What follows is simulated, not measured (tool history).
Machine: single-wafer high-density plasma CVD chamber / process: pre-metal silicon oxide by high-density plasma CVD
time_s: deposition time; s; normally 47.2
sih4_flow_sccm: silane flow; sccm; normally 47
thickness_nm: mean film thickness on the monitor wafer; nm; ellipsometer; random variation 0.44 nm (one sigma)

| run | hour | time_s | sih4_flow_sccm | wafers since the last listed run | hours since the silane flow controller was replaced | hours since the gauge calibration | read-back reference wafer on the same gauge, thickness_nm | thickness_nm |
|---|---|---|---|---|---|---|---|---|
| 1 | 0.0 | 47.2 | 47 | 0 | 4895.8 | 471.2 | 197.187 | 218.096 |
| 2 | 58.2 | 47.2 | 47 | 1195 | 4954.0 | 529.4 | 196.932 | 216.816 |
| 3 | 107.0 | 47.2 | 54 | 1002 | 5002.8 | 578.2 | 196.990 | 249.973 |
| 4 | 161.2 | 47.2 | 54 | 1113 | 5057.0 | 632.4 | 196.996 | 248.960 |
| 5 | 198.7 | 47.2 | 51 | 770 | 5094.5 | 669.9 | 196.908 | 234.866 |
| 6 | 263.9 | 47.2 | 51 | 1339 | 5159.7 | 735.1 | 196.992 | 234.437 |
|  | 277.5 | gauge calibrated |
| 7 | 335.2 | 47.2 | 51 | 1465 | 5231.0 | 57.7 | 196.977 | 233.708 |
| 8 | 406.6 | 47.2 | 42 | 1467 | 5302.4 | 129.1 | 196.868 | 192.050 |
| 9 | 449.5 | 50.6 | 47 | 881 | 5345.3 | 172.0 | 196.951 | 230.372 |
| 10 | 495.6 | 47.2 | 47 | 947 | 5391.4 | 218.1 | 197.073 | 214.098 |
|  | 511.5 | silane flow controller replaced |
| 11 | 562.9 | 40.7 | 40 | 1218 | 51.4 | 285.4 | 197.036 | 171.124 |
| 12 | 594.3 | 51.9 | 47 | 645 | 82.8 | 316.8 | 196.976 | 255.937 |
| 13 | 663.0 | 47.2 | 47 | 1411 | 151.5 | 385.5 | 197.025 | 233.391 |
| 14 | 693.8 | 53.8 | 41 | 632 | 182.3 | 416.3 | 197.010 | 231.724 |
| 15 | 742.1 | 52.5 | 45 | 992 | 230.6 | 464.6 | 197.070 | 247.136 |

5 ways to go on from here, each from the tool as it stands after run 15. What would each give?
| A | 742.5 | 47.2 | 44 | 8 | 231.0 | 465.0 | ? | ? |
| B | 742.5 | 39.8 | 50 | 8 | 231.0 | 465.0 | ? | ? |
| C | 742.5 | 39.6 | 38 | 8 | 231.0 | 465.0 | ? | ? |
| D | 742.5 | 49.8 | 51 | 8 | 231.0 | 465.0 | ? | ? |
| E | 742.5 | 43.1 | 41 | 8 | 231.0 | 465.0 | ? | ? |

| run | read-back reference wafer on the same gauge, thickness_nm | thickness_nm |
|---|---|---|
| A | 196.963 | 217.513 |
| B | 196.963 | 208.422 |
| C | 196.963 | 157.605 |
| D | 196.963 | 266.006 |
| E | 196.963 | 185.077 |
Take away the tool's hidden state, keep each run's random variation, and the runs would have read:
| run | thickness_nm |
|---|---|
| A | 217.501 |
| B | 208.411 |
| C | 157.596 |
| D | 265.991 |
| E | 185.067 |
